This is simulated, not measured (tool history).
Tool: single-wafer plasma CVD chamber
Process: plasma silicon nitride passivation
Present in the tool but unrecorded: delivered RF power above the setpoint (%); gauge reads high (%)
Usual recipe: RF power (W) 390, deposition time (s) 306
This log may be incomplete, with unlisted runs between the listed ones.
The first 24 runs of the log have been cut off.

run     day  RF power (W)  deposition time (s)  wafers since the last listed run  hours since the last RF generator calibration  hours since the showerhead was replaced  hours since the gauge calibration  read-back reference wafer on the same gauge, thickness_nm  mean film thickness on the monitor wafer (angstrom)
 25  56.979           390                  349                               131                                          589.7                                    170.8                              395.9                                                    359.964                                              4850.56
 26  59.346           390                  306                               304                                          646.5                                    227.6                              452.7                                                    360.556                                              4240.76
 27  61.829           355                  336                               319                                          706.1                                    287.2                              512.3                                                    359.637                                              4575.44
 28  63.608           390                  306                               228                                          748.8                                    329.9                                555                                                    360.207                                              4234.45
 29  66.583           390                  280                               382                                          820.2                                    401.3                              626.4                                                    360.648                                              3896.27
 30  68.442           350                  245                               238                                          864.8                                    445.9                                671                                                    360.259                                              3289.71
 31      71           390                  306                               328                                          926.2                                    507.3                              732.4                                                    360.259                                              4238.26
 32  72.962           390                  306                               252                                          973.3                                    554.4                              779.5                                                    359.741                                              4213.67
 33  74.171           370                  341                               155                                         1002.3                                    583.4                              808.5                                                    360.438                                              4667.75
 34  76.708           390                  260                               326                                         1063.2                                    644.3                              869.4                                                    360.491                                              3565.13
 35  79.021           365                  279                               297                                         1118.7                                    699.8                              924.9                                                    359.657                                              3791.86

Alternative continuations, all from the tool just after run 35; predict every row:
  A  79.042           465                  306                                 2                                         1119.2                                    700.3                              925.4                                                          ?                                                    ?
  B  79.042           435                  331                                 2                                         1119.2                                    700.3                              925.4                                                          ?                                                    ?
  C  79.042           415                  359                                 2                                         1119.2                                    700.3                              925.4                                                          ?                                                    ?

run  read-back reference wafer on the same gauge, thickness_nm  mean film thickness on the monitor wafer (angstrom)
  A                                                    360.117                                                 4389
  B                                                    360.117                                              4672.89
  C                                                    360.117                                              5012.45
With the hidden condition removed and each run's random variation left untouched, the same runs would have given:
run  mean film thickness on the monitor wafer (angstrom)
  A                                              4457.91
  B                                              4746.25
  C                                              5091.14
